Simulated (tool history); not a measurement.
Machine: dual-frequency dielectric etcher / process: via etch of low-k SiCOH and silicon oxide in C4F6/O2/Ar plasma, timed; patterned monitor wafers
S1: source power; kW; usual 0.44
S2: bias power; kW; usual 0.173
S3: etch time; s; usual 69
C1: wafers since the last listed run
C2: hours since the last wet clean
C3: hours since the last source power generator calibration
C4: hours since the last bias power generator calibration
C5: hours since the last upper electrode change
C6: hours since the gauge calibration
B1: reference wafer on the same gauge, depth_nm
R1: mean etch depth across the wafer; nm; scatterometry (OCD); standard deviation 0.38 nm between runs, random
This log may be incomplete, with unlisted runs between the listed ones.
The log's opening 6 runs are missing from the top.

run,hour,S1,S2,S3,C1,C2,C3,C4,C5,C6,B1,R1
7,64.3,0.44,0.148,69,67,358.8,35.2,3953.2,4640.1,386.7,178.9,177.4
# hour 77.9: gauge calibrated
# hour 90.8: wet clean of the chamber
8,91.3,0.44,0.173,81,32,0.5,62.2,3980.2,4667.1,13.4,179,217
9,91.6,0.47,0.144,69,3,0.8,62.5,3980.5,4667.4,13.7,179,178.5
10,95.6,0.47,0.144,69,42,4.8,66.5,3984.5,4671.4,17.7,178.9,179
11,108.8,0.44,0.173,69,140,18,79.7,3997.7,4684.6,30.9,178.9,184.8
12,117.1,0.44,0.203,61,88,26.3,88,4006,4692.9,39.2,179,171.8
# hour 144.1: upper electrode replaced, of another model than before
13,144.6,0.48,0.158,85,37,53.8,115.5,4033.5,0.5,66.7,179,229.5
14,149.7,0.44,0.188,53.5,54,58.9,120.6,4038.6,5.6,71.8,179.1,145.6
# hour 162.3: bias power generator calibrated
15,162.8,0.44,0.173,81,97,72,133.7,0.5,18.7,84.9,179,217.8
16,170,0.49,0.145,77.5,76,79.2,140.9,7.7,25.9,92.1,179,206.8
17,176.2,0.47,0.192,50,66,85.4,147.1,13.9,32.1,98.3,179,138.8
18,184.8,0.51,0.158,89.5,91,94,155.7,22.5,40.7,106.9,179.1,245.6
19,200.7,0.44,0.173,87,169,109.9,171.6,38.4,56.6,122.8,179.1,234.1
20,213.7,0.44,0.173,69,138,122.9,184.6,51.4,69.6,135.8,178.9,185.5
21,225.4,0.52,0.212,69,124,134.6,196.3,63.1,81.3,147.5,179,199
22,238.1,0.5,0.149,69,135,147.3,209,75.8,94,160.2,178.9,186.4
23,251.2,0.47,0.144,69,139,160.4,222.1,88.9,107.1,173.3,178.9,182.5
24,265.3,0.48,0.131,50.5,150,174.5,236.2,103,121.2,187.4,179.1,133
25,283,0.38,0.193,60,188,192.2,253.9,120.7,138.9,205.1,179.1,159.3
26,290.1,0.44,0.154,69,75,199.3,261,127.8,146,212.2,179.1,182.4
27,299.2,0.44,0.173,69,97,208.4,270.1,136.9,155.1,221.3,179,185.1
28,306.6,0.44,0.212,57,79,215.8,277.5,144.3,162.5,228.7,178.9,159.3
29,318.2,0.4,0.156,87.5,123,227.4,289.1,155.9,174.1,240.3,178.8,227.6
30,331.3,0.44,0.173,69,139,240.5,302.2,169,187.2,253.4,179,186
31,343.4,0.38,0.211,50.5,129,252.6,314.3,181.1,199.3,265.5,179.2,137

Branching from run 31: 3 alternative next runs. What would each branch give?
A,343.8,0.44,0.173,69,4,253,314.7,181.5,199.7,265.9,?,?
B,343.8,0.5,0.133,63,4,253,314.7,181.5,199.7,265.9,?,?
C,343.8,0.44,0.204,69,4,253,314.7,181.5,199.7,265.9,?,?

run,B1,R1
A,179.2,185.7
B,179.2,167.6
C,179.2,191.3
The same runs, with their run-to-run variation unchanged, on a tool lacking any hidden condition would have given:
run,R1
A,184.4
B,166.5
C,189.9

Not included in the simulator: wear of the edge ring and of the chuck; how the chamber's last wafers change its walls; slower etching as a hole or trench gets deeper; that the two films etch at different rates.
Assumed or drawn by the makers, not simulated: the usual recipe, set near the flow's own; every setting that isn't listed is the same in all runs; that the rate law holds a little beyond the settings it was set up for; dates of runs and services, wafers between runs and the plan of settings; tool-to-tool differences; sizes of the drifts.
